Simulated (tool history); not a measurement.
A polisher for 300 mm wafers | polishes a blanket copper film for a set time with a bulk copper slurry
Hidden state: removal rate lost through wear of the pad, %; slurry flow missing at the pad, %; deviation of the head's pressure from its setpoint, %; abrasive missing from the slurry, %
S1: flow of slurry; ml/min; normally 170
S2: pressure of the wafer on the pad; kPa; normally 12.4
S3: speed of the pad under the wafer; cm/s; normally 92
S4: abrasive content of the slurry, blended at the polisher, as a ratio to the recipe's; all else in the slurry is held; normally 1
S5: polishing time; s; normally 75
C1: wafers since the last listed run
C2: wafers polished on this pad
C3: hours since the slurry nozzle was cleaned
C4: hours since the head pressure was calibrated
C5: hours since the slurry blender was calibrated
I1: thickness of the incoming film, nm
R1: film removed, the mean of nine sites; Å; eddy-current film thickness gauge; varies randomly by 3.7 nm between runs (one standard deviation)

| run | day | S1 | S2 | S3 | S4 | S5 | C1 | C2 | C3 | C4 | C5 | I1 | R1 |
|---|---|---|---|---|---|---|---|---|---|---|---|---|---|
| 1 | 0 | 170 | 12.4 | 92 | 1 | 75 | 0 | 502 | 462.3 | 1104.2 | 79.8 | 4840.2 | 2992 |
| 2 | 0.358 | 170 | 12.4 | 92 | 1 | 75 | 72 | 574 | 470.9 | 1112.8 | 88.4 | 4699.7 | 2977 |
| 3 | 1.038 | 170 | 12.4 | 92 | 1 | 75 | 138 | 713 | 487.2 | 1129.1 | 104.7 | 4663 | 2982 |
|  | 1.462 | worn pad replaced by a new one |
| 4 | 1.733 | 170 | 12.4 | 92 | 1 | 75 | 107 | 54 | 503.9 | 1145.8 | 121.4 | 4678.9 | 2947 |
| 5 | 2.196 | 170 | 12.4 | 92 | 1 | 75 | 94 | 149 | 515 | 1156.9 | 132.5 | 4795.5 | 2996 |
| 6 | 2.517 | 135 | 12.4 | 92 | 1.1 | 75 | 65 | 214 | 522.7 | 1164.6 | 140.2 | 4710.2 | 2831 |
| 7 | 2.862 | 135 | 12.4 | 92 | 1.1 | 75 | 70 | 284 | 531 | 1172.9 | 148.5 | 4803.4 | 2934 |
| 8 | 3.45 | 170 | 10.3 | 92 | 0.85 | 75 | 119 | 404 | 545.1 | 1187 | 162.6 | 4785.5 | 2390 |
|  | 3.704 | head pressure recalibrated |
| 9 | 4.154 | 170 | 10.3 | 92 | 0.85 | 75 | 126 | 530 | 562 | 10.8 | 179.5 | 4685.5 | 2379 |
| 10 | 4.679 | 190 | 13.1 | 92 | 1 | 75 | 106 | 637 | 574.6 | 23.4 | 192.1 | 4726.9 | 3256 |
|  | 4.983 | worn pad replaced by a new one |
| 11 | 5.046 | 190 | 13.1 | 92 | 1 | 75 | 40 | 12 | 583.4 | 32.2 | 200.9 | 4699.6 | 3224 |
|  | 5.338 | slurry nozzle cleaned |
| 12 | 5.442 | 190 | 13.1 | 92 | 1 | 75 | 72 | 84 | 2.5 | 41.7 | 210.4 | 4726.1 | 3631 |
| 13 | 5.975 | 170 | 12.4 | 92 | 1 | 75 | 108 | 193 | 15.3 | 54.5 | 223.2 | 4740.7 | 3342 |
| 14 | 6.4 | 170 | 12.4 | 92 | 1 | 75 | 86 | 279 | 25.5 | 64.7 | 233.4 | 4784.2 | 3375 |
|  | 7.133 | slurry blender recalibrated |
| 15 | 7.154 | 130 | 13.8 | 100 | 1 | 54 | 136 | 416 | 43.6 | 82.8 | 0.5 | 4729.5 | 2645 |
| 16 | 7.454 | 170 | 12.4 | 92 | 0.8 | 75 | 61 | 477 | 50.8 | 90 | 7.7 | 4755.7 | 3110 |
| 17 | 8.058 | 170 | 11 | 92 | 1 | 88 | 122 | 599 | 65.3 | 104.5 | 22.2 | 4700.6 | 3508 |
|  | 8.729 | worn pad replaced by a new one, of another model than before |
| 18 | 8.75 | 170 | 12.4 | 92 | 1 | 75 | 106 | 3 | 81.9 | 121.1 | 38.8 | 4643.6 | 3211 |
| 19 | 9.329 | 205 | 15.2 | 112 | 1 | 85 | 117 | 121 | 95.8 | 135 | 52.7 | 4823.9 | 4936 |
| 20 | 9.596 | 195 | 10.3 | 66 | 1 | 96 | 54 | 175 | 102.2 | 141.4 | 59.1 | 4788.3 | 3033 |
| 21 | 9.971 | 170 | 12.4 | 92 | 1 | 75 | 76 | 252 | 111.2 | 150.4 | 68.1 | 4806.6 | 3136 |
| 22 | 10.612 | 170 | 12.4 | 92 | 1 | 75 | 130 | 382 | 126.6 | 165.8 | 83.5 | 4789.4 | 3181 |
| 23 | 11.083 | 170 | 8.3 | 92 | 0.9 | 75 | 95 | 478 | 137.9 | 177.1 | 94.8 | 4664.3 | 2373 |
| 24 | 11.771 | 195 | 15.2 | 92 | 1 | 58 | 139 | 618 | 154.4 | 193.6 | 111.3 | 4708.2 | 2834 |
| 25 | 12.033 | 170 | 12.4 | 92 | 1 | 75 | 53 | 671 | 160.7 | 199.9 | 117.6 | 4746.2 | 3064 |
| 26 | 12.704 | 135 | 15.9 | 92 | 1 | 94 | 136 | 808 | 176.8 | 216 | 133.7 | 4707.6 | 4046 |
|  | 12.971 | worn pad replaced by a new one |
| 27 | 13.267 | 170 | 12.4 | 92 | 1 | 92 | 80 | 59 | 190.3 | 229.5 | 147.2 | 4755 | 3710 |
| 28 | 13.854 | 170 | 16.5 | 74 | 1.15 | 60 | 119 | 179 | 204.4 | 243.6 | 161.3 | 4675.6 | 2672 |
| 29 | 14.529 | 170 | 12.4 | 92 | 1 | 75 | 137 | 316 | 220.6 | 259.8 | 177.5 | 4758.5 | 2924 |
| 30 | 14.821 | 170 | 10.3 | 112 | 0.8 | 50 | 59 | 375 | 227.6 | 266.8 | 184.5 | 4740.3 | 1868 |

4 options for the next run, each taken on its own from the tool as it stands now. Forecast them:
| A | 14.838 | 170 | 13.8 | 92 | 1 | 75 | 3 | 379 | 228 | 267.2 | 184.9 | 4712.2 | ? |
| B | 14.838 | 205 | 15.9 | 92 | 1 | 75 | 3 | 379 | 228 | 267.2 | 184.9 | 4712.2 | ? |
| C | 14.838 | 205 | 11 | 114 | 1 | 86 | 3 | 379 | 228 | 267.2 | 184.9 | 4712.2 | ? |
| D | 14.838 | 170 | 12.4 | 78 | 1 | 75 | 3 | 379 | 228 | 267.2 | 184.9 | 4712.2 | ? |

| run | R1 |
|---|---|
| A | 3196 |
| B | 3763 |
| C | 3901 |
| D | 2686 |
With the hidden condition removed and each run's random variation left untouched, the same runs would have given:
| run | R1 |
|---|---|
| A | 3667 |
| B | 4191 |
| C | 4344 |
| D | 3082 |

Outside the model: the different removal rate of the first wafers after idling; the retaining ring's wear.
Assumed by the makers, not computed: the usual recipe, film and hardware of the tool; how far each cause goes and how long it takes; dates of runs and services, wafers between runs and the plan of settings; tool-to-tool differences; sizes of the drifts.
